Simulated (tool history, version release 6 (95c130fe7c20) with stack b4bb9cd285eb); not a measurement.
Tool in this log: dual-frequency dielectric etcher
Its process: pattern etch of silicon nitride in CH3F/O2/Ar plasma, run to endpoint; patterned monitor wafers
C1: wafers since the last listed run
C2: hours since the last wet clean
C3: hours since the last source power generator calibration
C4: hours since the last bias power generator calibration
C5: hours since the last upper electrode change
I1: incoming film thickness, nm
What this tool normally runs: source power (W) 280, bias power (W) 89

Run 1, hour 0: usual settings; C1 0; C2 74.6; C3 2236.2; C4 4239.5; C5 3608.1; I1 32.77. Result: endpoint time (s) 48.2.
Run 2, hour 34.6: usual settings; C1 711; C2 109.2; C3 2270.8; C4 4274.1; C5 3642.7; I1 32.9. Result: endpoint time (s) 48.4.
Run 3, hour 88.3: usual settings; C1 1103; C2 162.9; C3 2324.5; C4 4327.8; C5 3696.4; I1 32.48. Result: endpoint time (s) 47.5.
Run 4, hour 159.3: usual settings but source power (W) 230, bias power (W) 103; C1 1459; C2 233.9; C3 2395.5; C4 4398.8; C5 3767.4; I1 32.69. Result: endpoint time (s) 48.8.
Run 5, hour 208.4: usual settings but bias power (W) 95; C1 1009; C2 283; C3 2444.6; C4 4447.9; C5 3816.5; I1 32.51. Result: endpoint time (s) 45.9.
Run 6, hour 235.6: usual settings but bias power (W) 95; C1 559; C2 310.2; C3 2471.8; C4 4475.1; C5 3843.7; I1 32.56. Result: endpoint time (s) 45.8.
Run 7, hour 262.1: usual settings but bias power (W) 95; C1 544; C2 336.7; C3 2498.3; C4 4501.6; C5 3870.2; I1 32.58. Result: endpoint time (s) 45.6.
At hour 337.5: wet clean of the chamber.
Run 8, hour 400.5: usual settings but bias power (W) 94; C1 2351; C2 63; C3 2636.7; C4 4640; C5 4008.6; I1 32.34. Result: endpoint time (s) 46.2.
Run 9, hour 427.3: usual settings but bias power (W) 94; C1 550; C2 89.8; C3 2663.5; C4 4666.8; C5 4035.4; I1 32.64. Result: endpoint time (s) 46.7.
Run 10, hour 468.9: usual settings but source power (W) 310, bias power (W) 104; C1 855; C2 131.4; C3 2705.1; C4 4708.4; C5 4077; I1 33. Result: endpoint time (s) 43.1.
Run 11, hour 496.2: usual settings but source power (W) 310, bias power (W) 104; C1 561; C2 158.7; C3 2732.4; C4 4735.7; C5 4104.3; I1 32.53. Result: endpoint time (s) 42.
Run 12, hour 526.5: usual settings but source power (W) 310, bias power (W) 104; C1 622; C2 189; C3 2762.7; C4 4766; C5 4134.6; I1 32.62. Result: endpoint time (s) 42.3.
Run 13, hour 558.7: usual settings but bias power (W) 93; C1 661; C2 221.2; C3 2794.9; C4 4798.2; C5 4166.8; I1 32.57. Result: endpoint time (s) 46.3.
Run 14, hour 624.9: usual settings but bias power (W) 93; C1 1360; C2 287.4; C3 2861.1; C4 4864.4; C5 4233; I1 32.46. Result: endpoint time (s) 46.
At hour 685.5: wet clean of the chamber.
Run 15, hour 690.9: usual settings but bias power (W) 82; C1 863; C2 5.4; C3 2927.1; C4 4930.4; C5 4299; I1 32.34. Result: endpoint time (s) 49.5.
Run 16, hour 728.5: usual settings but bias power (W) 82; C1 772; C2 43; C3 2964.7; C4 4968; C5 4336.6; I1 32.85. Result: endpoint time (s) 50.1.
Run 17, hour 760.3: usual settings; C1 653; C2 74.8; C3 2996.5; C4 4999.8; C5 4368.4; I1 32.54. Result: endpoint time (s) 47.7.
Run 18, hour 825.8: usual settings but source power (W) 320, bias power (W) 98; C1 1346; C2 140.3; C3 3062; C4 5065.3; C5 4433.9; I1 32.55. Result: endpoint time (s) 43.
At hour 861.9: source power generator calibrated.
Run 19, hour 882.3: usual settings but source power (W) 320, bias power (W) 100; C1 1079; C2 196.8; C3 20.4; C4 5121.8; C5 4490.4; I1 32.79. Result: endpoint time (s) 43.7.
Run 20, hour 946.4: usual settings but source power (W) 330, bias power (W) 105; C1 1317; C2 260.9; C3 84.5; C4 5185.9; C5 4554.5; I1 32.71. Result: endpoint time (s) 41.9.
Run 21, hour 976.3: usual settings but source power (W) 310, bias power (W) 81; C1 614; C2 290.8; C3 114.4; C4 5215.8; C5 4584.4; I1 32.7. Result: endpoint time (s) 48.2.
At hour 1013.3: wet clean of the chamber.
Run 22, hour 1030: usual settings but bias power (W) 94; C1 610; C2 16.7; C3 168.1; C4 5269.5; C5 4638.1; I1 32.44. Result: endpoint time (s) 47.7.
Run 23, hour 1092.6: usual settings but source power (W) 330, bias power (W) 74; C1 1286; C2 79.3; C3 230.7; C4 5332.1; C5 4700.7; I1 32.66. Result: endpoint time (s) 49.3.
At hour 1106.2: bias power generator calibrated.
At hour 1151: upper electrode replaced.
Run 24, hour 1151.4: usual settings but source power (W) 250, bias power (W) 68; C1 633; C2 138.1; C3 289.5; C4 45.2; C5 0.4; I1 32.38. Result: endpoint time (s) 57.2.
Run 25, hour 1180.4: usual settings but bias power (W) 94; C1 596; C2 167.1; C3 318.5; C4 74.2; C5 29.4; I1 32.49. Result: endpoint time (s) 47.2.
Run 26, hour 1208.5: usual settings; C1 577; C2 195.2; C3 346.6; C4 102.3; C5 57.5; I1 32.62. Result: endpoint time (s) 48.
Run 27, hour 1242.4: usual settings but source power (W) 230; C1 696; C2 229.1; C3 380.5; C4 136.2; C5 91.4; I1 32.39. Result: endpoint time (s) 52.6.
Run 28, hour 1297.5: usual settings but bias power (W) 101; C1 1132; C2 284.2; C3 435.6; C4 191.3; C5 146.5; I1 32.4. Result: endpoint time (s) 45.
At hour 1357.6: wet clean of the chamber.
Run 29, hour 1358.1: usual settings; C1 752; C2 0.5; C3 496.2; C4 251.9; C5 207.1; I1 32.49. Result: endpoint time (s) 49.2.
Run 30, hour 1401.2: usual settings but source power (W) 230, bias power (W) 75; C1 885; C2 43.6; C3 539.3; C4 295; C5 250.2; I1 32.82. Result: endpoint time (s) 58.7.
Run 31, hour 1446.6: usual settings but source power (W) 330; C1 933; C2 89; C3 584.7; C4 340.4; C5 295.6; I1 32.87. Result: endpoint time (s) 45.9.
Run 32, hour 1478.1: usual settings; C1 647; C2 120.5; C3 616.2; C4 371.9; C5 327.1; I1 32.56. Result: endpoint time (s) 48.8.
Run 33, hour 1503.9: usual settings but bias power (W) 74; C1 530; C2 146.3; C3 642; C4 397.7; C5 352.9; I1 32.6. Result: endpoint time (s) 52.9.

Results per run with the tool's hidden condition removed, run-to-run variation unchanged:
What the log doesn't record here: etch rate over this chamber's usual, %; source power that arrives over what is set, %; bias power that arrives over what is set, %.
run  endpoint time (s)
  1               49.5
  2               49.8
  3               49.1
  4               50.7
  5               47.8
  6               47.8
  7               47.8
  8               47.6
  9               48.2
 10               44.5
 11               43.5
 12               43.9
 13               48.1
 14               48.1
 15               50.7
 16               51.4
 17               49.1
 18               44.3
 19               44.2
 20               42.6
 21               49.1
 22                 48
 23               49.9
 24               58.1
 25               48.1
 26                 49
 27               53.9
 28               46.3
 29               49.3
 30                 59
 31               46.3
 32               49.4
 33               53.6
